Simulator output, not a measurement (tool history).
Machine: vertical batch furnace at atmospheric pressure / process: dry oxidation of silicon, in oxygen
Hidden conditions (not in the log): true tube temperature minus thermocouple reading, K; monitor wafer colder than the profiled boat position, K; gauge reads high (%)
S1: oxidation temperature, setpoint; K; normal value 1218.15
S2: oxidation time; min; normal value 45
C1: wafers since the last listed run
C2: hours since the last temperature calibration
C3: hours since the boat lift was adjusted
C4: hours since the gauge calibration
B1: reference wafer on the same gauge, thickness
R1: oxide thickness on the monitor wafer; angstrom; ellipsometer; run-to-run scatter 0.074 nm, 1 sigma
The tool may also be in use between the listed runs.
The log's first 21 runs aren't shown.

run	hour	S1	S2	C1	C2	C3	C4	B1	R1
22	1449.6	1242.15	59	1459	495.3	781.5	692	51.91	572.6
23	1518.2	1236.15	34	1084	563.9	850.1	760.6	51.88	483.9
24	1614.4	1200.15	45	1521	660.1	946.3	856.8	51.9	463.8
25	1719.9	1229.15	30.5	1668	765.6	1051.8	962.3	51.87	464.5
26	1801	1218.15	45	1282	846.7	1132.9	1043.4	51.92	489
27	1886.9	1204.15	62	1358	932.6	1218.8	1129.3	51.89	503.3
28	1961	1193.15	64	1171	1006.7	1292.9	1203.4	51.91	488.9
29	2005.3	1204.15	27	700	1051	1337.2	1247.7	51.91	431.1
30	2046.9	1218.15	24	657	1092.6	1378.8	1289.3	51.89	435.3

Predict each of these 4 candidate next runs independently; none follows another, all start after run 30:
A	2051.4	1218.15	29.5	71	1097.1	1383.3	1293.8	?	?
B	2051.4	1204.15	37	71	1097.1	1383.3	1293.8	?	?
C	2051.4	1218.15	36	71	1097.1	1383.3	1293.8	?	?
D	2051.4	1241.15	58	71	1097.1	1383.3	1293.8	?	?

run	B1	R1
A	51.89	449.4
B	51.89	451.6
C	51.89	466.1
D	51.89	564.7
With the hidden condition removed and each run's random variation left untouched, the same runs would have given:
run	R1
A	451.2
B	453.8
C	468.3
D	568.1
